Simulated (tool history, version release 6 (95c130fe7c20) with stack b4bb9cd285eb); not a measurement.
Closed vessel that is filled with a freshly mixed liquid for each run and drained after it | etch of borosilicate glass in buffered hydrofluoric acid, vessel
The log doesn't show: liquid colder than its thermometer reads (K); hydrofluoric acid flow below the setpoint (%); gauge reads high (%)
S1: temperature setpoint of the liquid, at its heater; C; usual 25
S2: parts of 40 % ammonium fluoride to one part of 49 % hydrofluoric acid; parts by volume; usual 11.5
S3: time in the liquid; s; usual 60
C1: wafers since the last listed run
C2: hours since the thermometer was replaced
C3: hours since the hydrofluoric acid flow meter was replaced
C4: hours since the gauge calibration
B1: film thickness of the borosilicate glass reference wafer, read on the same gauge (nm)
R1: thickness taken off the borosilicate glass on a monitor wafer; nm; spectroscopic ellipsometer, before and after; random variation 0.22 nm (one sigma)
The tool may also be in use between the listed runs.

| run | hour | S1 | S2 | S3 | C1 | C2 | C3 | C4 | B1 | R1 |
|---|---|---|---|---|---|---|---|---|---|---|
| 1 | 0 | 25 | 11.5 | 60 | 0 | 2091.3 | 2463.6 | 53.6 | 80 | 66.3 |
| 2 | 6.7 | 25 | 10 | 60 | 569 | 2098 | 2470.3 | 60.3 | 80.03 | 76.27 |
| 3 | 24 | 25 | 10 | 60 | 1471 | 2115.3 | 2487.6 | 77.6 | 80.01 | 76.29 |
| 4 | 40.1 | 24 | 11.5 | 60 | 1369 | 2131.4 | 2503.7 | 93.7 | 79.97 | 62.85 |
| 5 | 57.4 | 24 | 11.5 | 60 | 1471 | 2148.7 | 2521 | 111 | 80 | 62.44 |
| 6 | 66.3 | 24 | 11.5 | 60 | 756 | 2157.6 | 2529.9 | 119.9 | 79.94 | 62.93 |
|  | 81.3 | hydrofluoric acid flow meter replaced |
| 7 | 83.2 | 21.5 | 11.5 | 60 | 1352 | 2174.5 | 1.9 | 136.8 | 79.98 | 54.85 |
| 8 | 96.2 | 21.5 | 11.5 | 60 | 1105 | 2187.5 | 14.9 | 149.8 | 79.93 | 54.79 |
|  | 97.4 | thermometer replaced |
| 9 | 106.5 | 25 | 11.5 | 60 | 790 | 9.1 | 25.2 | 160.1 | 80 | 75.67 |
| 10 | 121.7 | 25 | 11.5 | 60 | 1292 | 24.3 | 40.4 | 175.3 | 80.03 | 76.04 |
| 11 | 138.9 | 22.5 | 14 | 90 | 1462 | 41.5 | 57.6 | 192.5 | 80.03 | 82.46 |

Forecast run 12:
| 12 | 152.3 | 23 | 13.5 | 30 | 1139 | 54.9 | 71 | 205.9 | ? | ? |

{"run 12": {"B1": 80.02, "R1": 29.2}}
Without the tool's hidden state the same run would have given R1 29.33 nm.

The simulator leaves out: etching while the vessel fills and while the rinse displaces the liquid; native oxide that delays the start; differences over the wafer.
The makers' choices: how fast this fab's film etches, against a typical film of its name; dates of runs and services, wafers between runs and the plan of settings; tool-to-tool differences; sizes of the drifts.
